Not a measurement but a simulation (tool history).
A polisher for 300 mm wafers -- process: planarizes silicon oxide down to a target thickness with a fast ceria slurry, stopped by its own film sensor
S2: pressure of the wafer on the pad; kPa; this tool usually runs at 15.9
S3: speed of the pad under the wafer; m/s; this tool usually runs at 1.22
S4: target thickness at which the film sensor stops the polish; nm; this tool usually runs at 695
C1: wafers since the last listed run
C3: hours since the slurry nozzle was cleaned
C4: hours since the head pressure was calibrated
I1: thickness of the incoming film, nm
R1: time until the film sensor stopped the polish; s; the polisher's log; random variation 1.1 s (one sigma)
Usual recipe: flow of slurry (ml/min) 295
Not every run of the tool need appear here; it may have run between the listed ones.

{"run": 1, "day": 0.0, "flow of slurry (ml/min)": 255, "S2": 15.9, "S3": 1.22, "S4": 695, "C1": 0, "wafers polished on this pad": 262, "C3": 170.2, "C4": 224.4, "I1": 1941.1, "R1": 83.1}
{"run": 2, "day": 3.25, "flow of slurry (ml/min)": 295, "S2": 15.9, "S3": 1.22, "S4": 695, "C1": 660, "wafers polished on this pad": 922, "C3": 248.2, "C4": 302.4, "I1": 1902.2, "R1": 80.0}
{"run": 3, "day": 5.992, "flow of slurry (ml/min)": 295, "S2": 15.9, "S3": 1.22, "S4": 695, "C1": 556, "wafers polished on this pad": 1479, "C3": 314.0, "C4": 368.2, "I1": 1934.8, "R1": 82.6}
{"day": 6.475, "done": "head pressure recalibrated"}
{"day": 8.529, "done": "slurry nozzle cleaned"}
{"run": 4, "day": 10.138, "flow of slurry (ml/min)": 270, "S2": 18.6, "S3": 1.22, "S4": 695, "C1": 816, "wafers polished on this pad": 2296, "C3": 38.6, "C4": 87.9, "I1": 1938.9, "R1": 74.7}
{"run": 5, "day": 13.192, "flow of slurry (ml/min)": 270, "S2": 18.6, "S3": 1.22, "S4": 695, "C1": 620, "wafers polished on this pad": 2916, "C3": 111.9, "C4": 161.2, "I1": 1921.8, "R1": 78.5}
{"day": 14.754, "done": "worn pad replaced by a new one"}
{"run": 6, "day": 17.183, "flow of slurry (ml/min)": 270, "S2": 18.6, "S3": 1.22, "S4": 695, "C1": 776, "wafers polished on this pad": 492, "C3": 207.7, "C4": 257.0, "I1": 1938.5, "R1": 71.6}
{"day": 21.85, "done": "head pressure recalibrated"}
{"run": 7, "day": 22.446, "flow of slurry (ml/min)": 295, "S2": 15.9, "S3": 1.22, "S4": 695, "C1": 1051, "wafers polished on this pad": 1544, "C3": 334.0, "C4": 14.3, "I1": 1930.3, "R1": 83.0}
{"run": 8, "day": 24.058, "flow of slurry (ml/min)": 295, "S2": 15.9, "S3": 1.22, "S4": 695, "C1": 327, "wafers polished on this pad": 1872, "C3": 372.7, "C4": 53.0, "I1": 1941.4, "R1": 84.7}
{"day": 24.383, "done": "slurry nozzle cleaned"}
{"day": 31.633, "done": "worn pad replaced by a new one"}
{"run": 9, "day": 33.729, "flow of slurry (ml/min)": 295, "S2": 15.9, "S3": 1.22, "S4": 695, "C1": 1921, "wafers polished on this pad": 425, "C3": 224.3, "C4": 285.1, "I1": 1934.0, "R1": 83.8}
{"run": 10, "day": 37.825, "flow of slurry (ml/min)": 295, "S2": 17.2, "S3": 1.22, "S4": 695, "C1": 831, "wafers polished on this pad": 1257, "C3": 322.6, "C4": 383.4, "I1": 1974.4, "R1": 79.1}
{"day": 39.771, "done": "head pressure recalibrated"}
{"run": 11, "day": 42.046, "flow of slurry (ml/min)": 295, "S2": 15.9, "S3": 1.22, "S4": 695, "C1": 840, "wafers polished on this pad": 2097, "C3": 423.9, "C4": 54.6, "I1": 1982.4, "R1": 91.4}
{"day": 43.642, "done": "slurry nozzle cleaned"}
{"run": 12, "day": 46.525, "flow of slurry (ml/min)": 295, "S2": 15.9, "S3": 1.22, "S4": 695, "C1": 901, "wafers polished on this pad": 2998, "C3": 69.2, "C4": 162.1, "I1": 1930.8, "R1": 89.9}
{"run": 13, "day": 49.542, "flow of slurry (ml/min)": 370, "S2": 19.3, "S3": 0.88, "S4": 386, "C1": 612, "wafers polished on this pad": 3611, "C3": 141.6, "C4": 234.5, "I1": 1962.3, "R1": 122.1}
{"day": 50.133, "done": "worn pad replaced by a new one, of another model than before"}
{"run": 14, "day": 52.912, "flow of slurry (ml/min)": 260, "S2": 13.1, "S3": 1.22, "S4": 818, "C1": 650, "wafers polished on this pad": 564, "C3": 222.5, "C4": 315.4, "I1": 1948.6, "R1": 85.4}
{"run": 15, "day": 55.596, "flow of slurry (ml/min)": 195, "S2": 15.9, "S3": 1.56, "S4": 894, "C1": 544, "wafers polished on this pad": 1109, "C3": 286.9, "C4": 379.8, "I1": 1949.2, "R1": 63.8}
{"day": 57.696, "done": "head pressure recalibrated"}
{"day": 58.354, "done": "slurry nozzle cleaned"}
{"run": 16, "day": 58.775, "flow of slurry (ml/min)": 295, "S2": 15.9, "S3": 1.22, "S4": 695, "C1": 620, "wafers polished on this pad": 1729, "C3": 10.1, "C4": 25.9, "I1": 1913.1, "R1": 81.8}
{"run": 17, "day": 62.879, "flow of slurry (ml/min)": 270, "S2": 18.6, "S3": 1.22, "S4": 695, "C1": 833, "wafers polished on this pad": 2562, "C3": 108.6, "C4": 124.4, "I1": 1953.1, "R1": 80.9}
{"day": 66.104, "done": "worn pad replaced by a new one"}
{"run": 18, "day": 66.575, "flow of slurry (ml/min)": 295, "S2": 15.9, "S3": 1.22, "S4": 695, "C1": 716, "wafers polished on this pad": 95, "C3": 197.3, "C4": 213.1, "I1": 1937.6, "R1": 81.7}
{"run": 19, "day": 68.238, "flow of slurry (ml/min)": 200, "S2": 11.7, "S3": 0.96, "S4": 953, "C1": 337, "wafers polished on this pad": 433, "C3": 237.2, "C4": 253.0, "I1": 1908.3, "R1": 105.3}
{"run": 20, "day": 70.5, "flow of slurry (ml/min)": 345, "S2": 15.9, "S3": 1.22, "S4": 695, "C1": 459, "wafers polished on this pad": 892, "C3": 291.5, "C4": 307.3, "I1": 1924.7, "R1": 79.0}
{"run": 21, "day": 72.742, "flow of slurry (ml/min)": 220, "S2": 17.9, "S3": 1.22, "S4": 487, "C1": 455, "wafers polished on this pad": 1347, "C3": 345.3, "C4": 361.1, "I1": 1921.8, "R1": 95.9}
{"day": 73.567, "done": "head pressure recalibrated"}
{"run": 22, "day": 77.042, "flow of slurry (ml/min)": 210, "S2": 12.4, "S3": 1.22, "S4": 695, "C1": 856, "wafers polished on this pad": 2204, "C3": 448.5, "C4": 83.4, "I1": 1941.0, "R1": 108.3}
{"day": 77.246, "done": "slurry nozzle cleaned"}
{"run": 23, "day": 80.183, "flow of slurry (ml/min)": 220, "S2": 18.6, "S3": 1.0, "S4": 428, "C1": 629, "wafers polished on this pad": 2833, "C3": 70.5, "C4": 158.8, "I1": 1948.0, "R1": 131.3}
{"run": 24, "day": 83.212, "flow of slurry (ml/min)": 200, "S2": 11.0, "S3": 1.0, "S4": 695, "C1": 615, "wafers polished on this pad": 3448, "C3": 143.2, "C4": 231.5, "I1": 1971.3, "R1": 159.6}
{"day": 84.008, "done": "worn pad replaced by a new one"}
{"run": 25, "day": 85.108, "flow of slurry (ml/min)": 335, "S2": 15.9, "S3": 1.22, "S4": 695, "C1": 351, "wafers polished on this pad": 223, "C3": 188.7, "C4": 277.0, "I1": 1928.6, "R1": 83.0}

Branching from run 25: 5 alternative next runs. What would each branch give?
{"run": "A", "day": 85.125, "flow of slurry (ml/min)": 295, "S2": 15.9, "S3": 1.52, "S4": 695, "C1": 3, "wafers polished on this pad": 226, "C3": 189.1, "C4": 277.4, "I1": 1953.2, "R1": "?"}
{"run": "B", "day": 85.125, "flow of slurry (ml/min)": 295, "S2": 15.9, "S3": 1.02, "S4": 695, "C1": 3, "wafers polished on this pad": 226, "C3": 189.1, "C4": 277.4, "I1": 1953.2, "R1": "?"}
{"run": "C", "day": 85.125, "flow of slurry (ml/min)": 385, "S2": 19.3, "S3": 1.42, "S4": 1046, "C1": 3, "wafers polished on this pad": 226, "C3": 189.1, "C4": 277.4, "I1": 1953.2, "R1": "?"}
{"run": "D", "day": 85.125, "flow of slurry (ml/min)": 330, "S2": 15.9, "S3": 1.22, "S4": 695, "C1": 3, "wafers polished on this pad": 226, "C3": 189.1, "C4": 277.4, "I1": 1953.2, "R1": "?"}
{"run": "E", "day": 85.125, "flow of slurry (ml/min)": 295, "S2": 19.3, "S3": 0.88, "S4": 969, "C1": 3, "wafers polished on this pad": 226, "C3": 189.1, "C4": 277.4, "I1": 1953.2, "R1": "?"}

run=A R1=69.7
run=B R1=100.7
run=C R1=46.3
run=D R1=84.1
run=E R1=80.5
Stripped of hidden state, with their random variation kept, the same runs would have yielded:
run=A R1=68.0
run=B R1=98.1
run=C R1=45.1
run=D R1=81.9
run=E R1=78.4
